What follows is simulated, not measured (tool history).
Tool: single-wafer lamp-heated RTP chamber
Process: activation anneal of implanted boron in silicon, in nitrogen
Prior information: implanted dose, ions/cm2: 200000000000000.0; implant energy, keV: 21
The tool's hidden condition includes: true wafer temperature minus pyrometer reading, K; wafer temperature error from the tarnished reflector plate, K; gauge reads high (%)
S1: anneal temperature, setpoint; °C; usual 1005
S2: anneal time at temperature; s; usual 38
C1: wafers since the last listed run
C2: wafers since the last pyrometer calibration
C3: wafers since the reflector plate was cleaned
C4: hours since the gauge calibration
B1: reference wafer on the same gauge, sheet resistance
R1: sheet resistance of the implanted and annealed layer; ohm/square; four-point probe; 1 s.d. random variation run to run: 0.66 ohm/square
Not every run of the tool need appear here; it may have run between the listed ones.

| run | hour | S1 | S2 | C1 | C2 | C3 | C4 | B1 | R1 |
|---|---|---|---|---|---|---|---|---|---|
| 1 | 0 | 1005 | 38 | 0 | 1494 | 2310 | 391.9 | 388.77 | 435.44 |
| 2 | 32.7 | 1005 | 38 | 462 | 1957 | 2773 | 424.6 | 388.14 | 436.05 |
| 3 | 46.9 | 1005 | 38 | 200 | 2158 | 2974 | 438.8 | 388.71 | 436.3 |
|  | 66.5 | pyrometer window cleaned and pyrometer calibrated |
| 4 | 67 | 1005 | 38 | 171 | 7 | 3145 | 458.9 | 388.5 | 436.05 |
|  | 89.1 | gauge calibrated |
| 5 | 100.7 | 1005 | 38 | 476 | 484 | 3622 | 11.6 | 390.3 | 435.97 |
| 6 | 132.4 | 1005 | 38 | 448 | 932 | 4070 | 43.3 | 390.03 | 436.75 |
| 7 | 157 | 1005 | 38 | 348 | 1280 | 4419 | 67.9 | 389.49 | 436.67 |
| 8 | 180.7 | 984 | 38 | 335 | 1616 | 4754 | 91.6 | 389.11 | 442.8 |
| 9 | 201.9 | 984 | 38 | 300 | 1916 | 5054 | 112.8 | 389.29 | 443.62 |
| 10 | 216 | 995 | 47 | 199 | 2115 | 5254 | 126.9 | 388.99 | 438.28 |
| 11 | 248 | 995 | 47 | 452 | 2568 | 5706 | 158.9 | 388.81 | 438.75 |
|  | 265.8 | pyrometer window cleaned and pyrometer calibrated |
| 12 | 276.3 | 995 | 47 | 287 | 148 | 5994 | 187.2 | 388.65 | 437.82 |
| 13 | 307.2 | 1005 | 38 | 437 | 585 | 6431 | 218.1 | 388.63 | 435.56 |
| 14 | 341.1 | 1005 | 38 | 479 | 1065 | 6911 | 252 | 388.05 | 435.22 |
| 15 | 354.4 | 1005 | 38 | 188 | 1253 | 7099 | 265.3 | 388.34 | 435.78 |
|  | 391.4 | reflector plate cleaned |
|  | 446.8 | pyrometer window cleaned and pyrometer calibrated |
| 16 | 447.3 | 1005 | 38 | 1088 | 6 | 677 | 358.2 | 388.2 | 435.57 |
| 17 | 460.2 | 1005 | 38 | 182 | 189 | 860 | 371.1 | 388.32 | 435.21 |
| 18 | 477.6 | 1005 | 28 | 246 | 435 | 1106 | 388.5 | 387.93 | 435.11 |
| 19 | 505.4 | 1025 | 38 | 393 | 829 | 1500 | 416.3 | 387.99 | 433.26 |
| 20 | 519.6 | 1005 | 38 | 200 | 1030 | 1701 | 430.5 | 387.99 | 435.74 |
| 21 | 552.2 | 1016 | 28 | 461 | 1491 | 2162 | 463.1 | 387.89 | 435.51 |
| 22 | 577.6 | 1020 | 56 | 359 | 1850 | 2521 | 488.5 | 387.69 | 432.4 |
|  | 581.4 | gauge calibrated |
| 23 | 601.8 | 992 | 48 | 342 | 2193 | 2864 | 20.4 | 391.2 | 440.46 |
| 24 | 615.9 | 1029 | 38 | 199 | 2392 | 3063 | 34.5 | 391.18 | 436.24 |
|  | 657.7 | pyrometer window cleaned and pyrometer calibrated |
| 25 | 658.2 | 1005 | 38 | 485 | 7 | 3549 | 76.8 | 390.54 | 437.53 |
| 26 | 678.7 | 986 | 38 | 290 | 297 | 3839 | 97.3 | 390.32 | 442.92 |
| 27 | 705.4 | 1014 | 26 | 377 | 675 | 4217 | 124 | 390.31 | 437.25 |
| 28 | 726 | 1005 | 56 | 291 | 967 | 4508 | 144.6 | 389.75 | 436.02 |
| 29 | 751.9 | 996 | 16 | 366 | 1333 | 4875 | 170.5 | 389.95 | 441.34 |
| 30 | 783.8 | 986 | 38 | 451 | 1784 | 5326 | 202.4 | 389.78 | 442.41 |
| 31 | 802.4 | 996 | 60 | 263 | 2048 | 5589 | 221 | 389.41 | 437.56 |
| 32 | 833.2 | 1013 | 38 | 435 | 2484 | 6025 | 251.8 | 389.58 | 435.81 |
| 33 | 849.2 | 1005 | 38 | 226 | 2710 | 6252 | 267.8 | 389.47 | 437.7 |
| 34 | 863 | 1031 | 56 | 195 | 2905 | 6447 | 281.6 | 389.43 | 432.64 |
|  | 877.5 | pyrometer window cleaned and pyrometer calibrated |
| 35 | 882.7 | 1023 | 38 | 165 | 73 | 6613 | 301.3 | 389.34 | 435.81 |
| 36 | 910.3 | 1017 | 49 | 390 | 464 | 7003 | 328.9 | 389.11 | 434.53 |

Pick out some run-to-run changes in R1. Of each, how much would a tool without hidden state show as well, from the settings, what came in and chance, and how much is left for the hidden state and any gauge scatter not in both results compared?
Run 4 -> 5: gauge calibrated. R1 -0.08 ohm/square: hidden state +2.13, all else -2.21.
Run 7 -> 8: S1 1005 -> 984. R1 +6.13 ohm/square: hidden state -0.28, all else +6.41.
Run 22 -> 23: S1 1020 -> 992, S2 56 -> 48, gauge calibrated. R1 +8.06 ohm/square: hidden state +3.56, all else +4.5.
Run 24 -> 25: S1 1029 -> 1005, pyrometer window cleaned and pyrometer calibrated. R1 +1.29 ohm/square: hidden state -0.52, all else +1.81.
Run 26 -> 27: S1 986 -> 1014, S2 38 -> 26. R1 -5.67 ohm/square: hidden state -0.23, all else -5.44.
